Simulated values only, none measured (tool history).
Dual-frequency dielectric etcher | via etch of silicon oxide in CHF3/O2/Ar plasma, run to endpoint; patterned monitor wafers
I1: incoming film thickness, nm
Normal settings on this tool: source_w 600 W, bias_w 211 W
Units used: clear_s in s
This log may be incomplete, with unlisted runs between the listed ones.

{"run": 1, "hour": 0.0, "source_w": 530, "bias_w": 211, "I1": 584.4, "clear_s": 270.9}
{"run": 2, "hour": 11.4, "source_w": 530, "bias_w": 211, "I1": 578.6, "clear_s": 272.8}
{"run": 3, "hour": 21.5, "source_w": 530, "bias_w": 211, "I1": 579.6, "clear_s": 272.4}
{"run": 4, "hour": 62.8, "source_w": 600, "bias_w": 211, "I1": 582.6, "clear_s": 265}
{"run": 5, "hour": 114.8, "source_w": 600, "bias_w": 177, "I1": 575.4, "clear_s": 269.6}
{"run": 6, "hour": 128.7, "source_w": 600, "bias_w": 177, "I1": 575.6, "clear_s": 262.7}
{"run": 7, "hour": 138.4, "source_w": 600, "bias_w": 177, "I1": 578.4, "clear_s": 270.4}
{"run": 8, "hour": 145.4, "source_w": 700, "bias_w": 211, "I1": 576.9, "clear_s": 247.7}
{"run": 9, "hour": 161.9, "source_w": 700, "bias_w": 211, "I1": 574.3, "clear_s": 248.4}
{"run": 10, "hour": 170.3, "source_w": 700, "bias_w": 211, "I1": 575.1, "clear_s": 247.4}
{"hour": 181.9, "done": "bias power generator calibrated"}
{"run": 11, "hour": 182.4, "source_w": 600, "bias_w": 211, "I1": 580.2, "clear_s": 258.4}
{"run": 12, "hour": 189.1, "source_w": 600, "bias_w": 253, "I1": 580.3, "clear_s": 251.2}
{"run": 13, "hour": 206.0, "source_w": 630, "bias_w": 211, "I1": 572.4, "clear_s": 251.6}
{"run": 14, "hour": 216.4, "source_w": 600, "bias_w": 211, "I1": 580.1, "clear_s": 256.3}
{"run": 15, "hour": 223.1, "source_w": 660, "bias_w": 162, "I1": 577.4, "clear_s": 263.6}
{"run": 16, "hour": 231.8, "source_w": 600, "bias_w": 253, "I1": 576.4, "clear_s": 245.2}
{"hour": 250.4, "done": "source power generator calibrated"}
{"run": 17, "hour": 274.3, "source_w": 540, "bias_w": 211, "I1": 580, "clear_s": 266.1}
{"run": 18, "hour": 287.0, "source_w": 600, "bias_w": 211, "I1": 576.1, "clear_s": 258.6}
{"run": 19, "hour": 297.6, "source_w": 540, "bias_w": 179, "I1": 578.8, "clear_s": 275}
{"hour": 322.7, "done": "upper electrode replaced"}
{"run": 20, "hour": 323.2, "source_w": 600, "bias_w": 211, "I1": 579.9, "clear_s": 256.9}
{"hour": 364.5, "done": "wet clean of the chamber"}
{"run": 21, "hour": 365.0, "source_w": 600, "bias_w": 211, "I1": 585.3, "clear_s": 275.6}
{"run": 22, "hour": 374.5, "source_w": 600, "bias_w": 167, "I1": 576.3, "clear_s": 279}
{"run": 23, "hour": 384.9, "source_w": 550, "bias_w": 175, "I1": 577.1, "clear_s": 284.9}
{"run": 24, "hour": 421.1, "source_w": 650, "bias_w": 235, "I1": 575.7, "clear_s": 257.6}
{"run": 25, "hour": 460.5, "source_w": 600, "bias_w": 193, "I1": 581.8, "clear_s": 273.9}
{"run": 26, "hour": 476.3, "source_w": 690, "bias_w": 248, "I1": 579.6, "clear_s": 251.4}

Alternative continuations, all from the tool just after run 26; predict every row:
{"run": "A", "hour": 476.8, "source_w": 600, "bias_w": 263, "I1": 578.7, "clear_s": "?"}
{"run": "B", "hour": 476.8, "source_w": 640, "bias_w": 184, "I1": 578.7, "clear_s": "?"}
{"run": "C", "hour": 476.8, "source_w": 690, "bias_w": 252, "I1": 578.7, "clear_s": "?"}
{"run": "D", "hour": 476.8, "source_w": 670, "bias_w": 196, "I1": 578.7, "clear_s": "?"}
{"run": "E", "hour": 476.8, "source_w": 600, "bias_w": 227, "I1": 578.7, "clear_s": "?"}

run=A clear_s=254.9
run=B clear_s=268.1
run=C clear_s=247.3
run=D clear_s=261.7
run=E clear_s=262.6
With the hidden condition removed and each run's random variation left untouched, the same runs would have given:
run=A clear_s=257.7
run=B clear_s=271
run=C clear_s=250
run=D clear_s=264.6
run=E clear_s=265.5

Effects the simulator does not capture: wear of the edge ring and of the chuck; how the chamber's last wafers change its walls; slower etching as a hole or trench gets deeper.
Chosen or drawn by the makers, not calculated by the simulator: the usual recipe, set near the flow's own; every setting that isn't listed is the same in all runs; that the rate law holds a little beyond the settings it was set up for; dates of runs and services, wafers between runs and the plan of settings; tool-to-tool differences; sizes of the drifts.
